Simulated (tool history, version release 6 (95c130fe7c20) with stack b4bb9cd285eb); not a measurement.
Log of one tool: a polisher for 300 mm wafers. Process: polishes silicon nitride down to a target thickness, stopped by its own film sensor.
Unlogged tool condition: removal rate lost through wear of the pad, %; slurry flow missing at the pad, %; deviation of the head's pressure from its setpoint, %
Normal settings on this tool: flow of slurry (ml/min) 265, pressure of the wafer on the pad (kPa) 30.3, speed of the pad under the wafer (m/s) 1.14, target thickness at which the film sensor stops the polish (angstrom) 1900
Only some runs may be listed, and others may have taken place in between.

run    hour  flow of slurry (ml/min)  pressure of the wafer on the pad (kPa)  speed of the pad under the wafer (m/s)  target thickness at which the film sensor stops the polish (angstrom)  wafers since the last listed run  wafers polished on this pad  hours since the slurry nozzle was cleaned  hours since the head pressure was calibrated  incoming thickness of the incoming film, nm  time until the film sensor stopped the polish (s)
  1     0.0                      265                                    30.3                                    1.14                                                                   1900                                 0                         1742                                      447.5                                         217.5                                        417.3                                               92.1
  2    24.4                      265                                    30.3                                    1.14                                                                   1900                               254                         1997                                      471.9                                         241.9                                        410.9                                               89.4
  3    47.3                      265                                    30.3                                    1.14                                                                   1900                               239                         2236                                      494.8                                         264.8                                        412.8                                               90.0
  4    63.0                      265                                    30.3                                    1.14                                                                   1900                               164                         2400                                      510.5                                         280.5                                        410.4                                               89.9
  5    92.1                      265                                    30.3                                    1.14                                                                   1900                               304                         2704                                      539.6                                         309.6                                        417.0                                               93.1
      124.8  -- worn pad replaced by a new one
  6   125.3                      265                                    30.3                                    1.14                                                                   1900                               305                            5                                      572.8                                         342.8                                        409.5                                               88.4
  7   156.8                      265                                    30.3                                    1.14                                                                   1900                               329                          334                                      604.3                                         374.3                                        408.5                                               87.9
  8   187.2                      265                                    30.3                                    1.14                                                                   1900                               317                          652                                      634.7                                         404.7                                        402.6                                               86.1
      229.5  -- head pressure recalibrated
  9   271.3                      265                                    30.3                                    1.14                                                                   1900                               857                         1510                                      718.8                                          41.8                                        403.8                                               89.9
 10   288.3                      265                                    36.5                                    1.14                                                                   2280                               177                         1687                                      735.8                                          58.8                                        406.8                                               62.2
 11   377.6                      265                                    30.3                                    1.14                                                                   1900                               933                         2621                                      825.1                                         148.1                                        409.9                                               91.8
 12   390.9                      265                                    30.3                                    1.14                                                                   1900                               138                         2760                                      838.4                                         161.4                                        410.9                                               91.5
      406.0  -- worn pad replaced by a new one
 13   416.2                      265                                    30.3                                    1.14                                                                   1900                               222                          106                                      863.7                                         186.7                                        411.4                                               90.8
      445.6  -- slurry nozzle cleaned
 14   452.1                      265                                    30.3                                    1.14                                                                   1900                               364                          471                                        6.5                                         222.6                                        416.9                                               92.1
 15   478.2                      265                                    33.8                                    1.14                                                                   1900                               272                          744                                       32.6                                         248.7                                        410.2                                               81.0
 16   498.6                      265                                    27.6                                    0.86                                                                   2270                               213                          957                                       53.0                                         269.1                                        413.6                                              103.9
 17   532.1                      265                                    22.8                                    1.14                                                                   2100                               350                         1307                                       86.5                                         302.6                                        407.1                                              105.0
 18   551.4                      265                                    30.3                                    1.14                                                                   2220                               201                         1509                                      105.8                                         321.9                                        411.0                                               75.4
 19   579.4                      265                                    30.3                                    1.44                                                                   1900                               292                         1801                                      133.8                                         349.9                                        409.9                                               72.4
 20   612.7                      265                                    30.3                                    1.14                                                                   1900                               347                         2149                                      167.1                                         383.2                                        415.2                                               89.6
 21   637.6                      265                                    26.2                                    1.32                                                                   1900                               260                         2409                                      192.0                                         408.1                                        405.1                                               88.7
 22   665.7                      265                                    25.5                                    1.00                                                                   2650                               293                         2703                                      220.1                                         436.2                                        405.1                                               74.4
      691.6  -- worn pad replaced by a new one
 23   692.1                      265                                    30.3                                    1.14                                                                   1900                               234                            5                                      246.5                                         462.6                                        409.6                                               88.7
      715.1  -- head pressure recalibrated
 24   715.6                      335                                    33.8                                    1.14                                                                   1900                               224                          230                                      270.0                                           0.5                                        406.6                                               81.5
 25   728.8                      175                                    35.9                                    0.98                                                                   2490                               137                          368                                      283.2                                          13.7                                        401.8                                               64.6
 26   753.5                      265                                    30.3                                    1.14                                                                   1900                               258                          626                                      307.9                                          38.4                                        416.3                                               96.6
 27   784.3                      265                                    30.3                                    1.14                                                                   1900                               321                          948                                      338.7                                          69.2                                        409.0                                               92.0
 28   804.7                      310                                    27.6                                    1.48                                                                   1700                               213                         1161                                      359.1                                          89.6                                        402.7                                               85.3
 29   828.1                      265                                    30.3                                    1.14                                                                   1900                               244                         1405                                      382.5                                         113.0                                        410.2                                               92.0
 30   857.3                      265                                    37.2                                    1.14                                                                   1290                               305                         1710                                      411.7                                         142.2                                        415.7                                               96.1
 31   879.1                      265                                    30.3                                    1.14                                                                   1900                               227                         1938                                      433.5                                         164.0                                        406.2                                               88.3
 32   898.7                      305                                    30.3                                    1.14                                                                   1680                               204                         2143                                      453.1                                         183.6                                        401.9                                               96.5
 33   923.9                      265                                    30.3                                    1.14                                                                   1900                               263                         2406                                      478.3                                         208.8                                        409.6                                               88.6
 34   950.2                      265                                    21.4                                    0.76                                                                   1900                               274                         2681                                      504.6                                         235.1                                        408.1                                              177.6
      957.8  -- worn pad replaced by a new one
 35   969.5                      265                                    30.3                                    1.14                                                                   1900                               159                          121                                      523.9                                         254.4                                        410.8                                               91.7
 36   993.8                      265                                    30.3                                    1.14                                                                   1900                               253                          375                                      548.2                                         278.7                                        409.8                                               91.0
 37  1018.1                      290                                    35.2                                    0.94                                                                   1480                               253                          629                                      572.5                                         303.0                                        405.9                                              107.3

Measured minus without-hidden-state, run by run (identical run-to-run variation in each term; gauge scatter may differ):
run  time until the film sensor stopped the polish (s)
  1                                               -5.2
  2                                               -5.3
  3                                               -5.5
  4                                               -5.6
  5                                               -6.0
  6                                               -6.0
  7                                               -6.0
  8                                               -6.0
  9                                               -1.9
 10                                               -1.6
 11                                               -4.5
 12                                               -4.7
 13                                               -5.0
 14                                               -5.5
 15                                               -5.1
 16                                               -6.7
 17                                               -7.1
 18                                               -5.2
 19                                               -5.1
 20                                               -6.5
 21                                               -6.5
 22                                               -5.5
 23                                               -6.6
 24                                               -0.5
 25                                               -0.7
 26                                               -2.0
 27                                               -2.8
 28                                               -3.1
 29                                               -3.8
 30                                               -4.5
 31                                               -4.6
 32                                               -5.3
 33                                               -5.1
 34                                              -10.8
 35                                               -5.8
 36                                               -6.0
 37                                               -7.2
